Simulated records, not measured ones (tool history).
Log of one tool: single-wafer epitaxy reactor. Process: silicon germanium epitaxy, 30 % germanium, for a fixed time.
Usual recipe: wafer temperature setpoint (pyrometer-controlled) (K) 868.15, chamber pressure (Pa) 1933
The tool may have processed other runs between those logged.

| run | hour | wafer temperature setpoint (pyrometer-controlled) (K) | chamber pressure (Pa) | wafers since the last listed run | hours since the last pyrometer calibration | hours since the last manometer calibration | hours since the showerhead was replaced | hours since the gauge calibration | read-back reference wafer on the same gauge, thickness_nm | mean film thickness on the monitor wafer (nm) |
|---|---|---|---|---|---|---|---|---|---|---|
| 1 | 0 | 857.15 | 1933 | 0 | 1249.2 | 396.8 | 1838.5 | 57.5 | 56.407 | 40.316 |
| 2 | 54.9 | 857.15 | 1933 | 1113 | 1304.1 | 451.7 | 1893.4 | 112.4 | 56.519 | 40.486 |
| 3 | 112 | 868.15 | 1627 | 1158 | 1361.2 | 508.8 | 1950.5 | 169.5 | 56.492 | 47.839 |
| 4 | 144.5 | 868.15 | 1627 | 659 | 1393.7 | 541.3 | 1983 | 202 | 56.492 | 47.963 |
| 5 | 169.9 | 868.15 | 1627 | 515 | 1419.1 | 566.7 | 2008.4 | 227.4 | 56.526 | 47.726 |
| 6 | 215.3 | 868.15 | 2266 | 921 | 1464.5 | 612.1 | 2053.8 | 272.8 | 56.504 | 54.75 |
| 7 | 239.7 | 868.15 | 2266 | 495 | 1488.9 | 636.5 | 2078.2 | 297.2 | 56.495 | 54.709 |
| 8 | 266.9 | 868.15 | 1933 | 551 | 1516.1 | 663.7 | 2105.4 | 324.4 | 56.537 | 51.423 |
| 9 | 319.7 | 868.15 | 1933 | 1071 | 1568.9 | 716.5 | 2158.2 | 377.2 | 56.469 | 51.414 |
| 10 | 380.2 | 873.15 | 1933 | 1227 | 1629.4 | 777 | 2218.7 | 437.7 | 56.519 | 57.431 |
| 11 | 420.1 | 873.15 | 1933 | 809 | 1669.3 | 816.9 | 2258.6 | 477.6 | 56.532 | 57.32 |
| 12 | 474.4 | 868.15 | 1933 | 1101 | 1723.6 | 871.2 | 2312.9 | 531.9 | 56.46 | 51.733 |
| 13 | 521 | 868.15 | 1933 | 945 | 1770.2 | 917.8 | 2359.5 | 578.5 | 56.556 | 52.023 |
| 14 | 582.5 | 868.15 | 2253 | 1247 | 1831.7 | 979.3 | 2421 | 640 | 56.526 | 55.169 |
|  | 617.6 | showerhead replaced |
| 15 | 621.6 | 868.15 | 1827 | 631 | 1870.8 | 1018.4 | 4 | 679.1 | 56.517 | 51.055 |
| 16 | 672.9 | 868.15 | 1827 | 1040 | 1922.1 | 1069.7 | 55.3 | 730.4 | 56.516 | 50.832 |
| 17 | 713.8 | 868.15 | 1933 | 829 | 1963 | 1110.6 | 96.2 | 771.3 | 56.465 | 52.301 |
| 18 | 772.5 | 868.15 | 1933 | 1191 | 2021.7 | 1169.3 | 154.9 | 830 | 56.556 | 52.82 |
| 19 | 804.7 | 857.15 | 1933 | 653 | 2053.9 | 1201.5 | 187.1 | 862.2 | 56.511 | 41.484 |
|  | 914.4 | pyrometer calibrated |
| 20 | 982.6 | 868.15 | 2093 | 3447 | 68.2 | 1379.4 | 365 | 1040.1 | 56.485 | 52.132 |
|  | 1000.4 | gauge calibrated |
| 21 | 1026.1 | 855.15 | 1747 | 882 | 111.7 | 1422.9 | 408.5 | 25.7 | 56.559 | 36.595 |
| 22 | 1086 | 868.15 | 1933 | 1215 | 171.6 | 1482.8 | 468.4 | 85.6 | 56.521 | 50.646 |
|  | 1216.7 | capacitance manometer re-zeroed and calibrated |
| 23 | 1261 | 874.15 | 2173 | 3388 | 346.6 | 44.3 | 643.4 | 260.6 | 56.482 | 60.286 |
| 24 | 1308.8 | 868.15 | 2373 | 969 | 394.4 | 92.1 | 691.2 | 308.4 | 56.47 | 55.089 |
| 25 | 1397 | 868.15 | 1933 | 1789 | 482.6 | 180.3 | 779.4 | 396.6 | 56.515 | 50.624 |
| 26 | 1453.8 | 868.15 | 1933 | 1152 | 539.4 | 237.1 | 836.2 | 453.4 | 56.497 | 50.735 |
| 27 | 1495.1 | 857.15 | 1640 | 838 | 580.7 | 278.4 | 877.5 | 494.7 | 56.54 | 37.766 |
| 28 | 1520.6 | 872.15 | 2160 | 517 | 606.2 | 303.9 | 903 | 520.2 | 56.593 | 57.847 |
| 29 | 1571.7 | 862.15 | 2253 | 1036 | 657.3 | 355 | 954.1 | 571.3 | 56.482 | 47.845 |
| 30 | 1600.7 | 872.15 | 2386 | 588 | 686.3 | 384 | 983.1 | 600.3 | 56.492 | 60.04 |
| 31 | 1672.1 | 874.15 | 1640 | 1448 | 757.7 | 455.4 | 1054.5 | 671.7 | 56.48 | 53.853 |
| 32 | 1735.8 | 868.15 | 1933 | 1292 | 821.4 | 519.1 | 1118.2 | 735.4 | 56.442 | 50.933 |
| 33 | 1792.5 | 880.15 | 1680 | 1150 | 878.1 | 575.8 | 1174.9 | 792.1 | 56.531 | 61.676 |

Here are 4 independent what-if runs from the current tool condition. What would each one return?
| A | 1792.9 | 868.15 | 1493 | 8 | 878.5 | 576.2 | 1175.3 | 792.5 | ? | ? |
| B | 1792.9 | 860.15 | 1747 | 8 | 878.5 | 576.2 | 1175.3 | 792.5 | ? | ? |
| C | 1792.9 | 863.15 | 2186 | 8 | 878.5 | 576.2 | 1175.3 | 792.5 | ? | ? |
| D | 1792.9 | 863.15 | 1747 | 8 | 878.5 | 576.2 | 1175.3 | 792.5 | ? | ? |

| run | read-back reference wafer on the same gauge, thickness_nm | mean film thickness on the monitor wafer (nm) |
|---|---|---|
| A | 56.522 | 45.719 |
| B | 56.522 | 41.132 |
| C | 56.522 | 48.092 |
| D | 56.522 | 43.862 |
With the hidden condition removed and each run's random variation left untouched, the same runs would have given:
| run | mean film thickness on the monitor wafer (nm) |
|---|---|
| A | 45.643 |
| B | 41.062 |
| C | 48.011 |
| D | 43.789 |
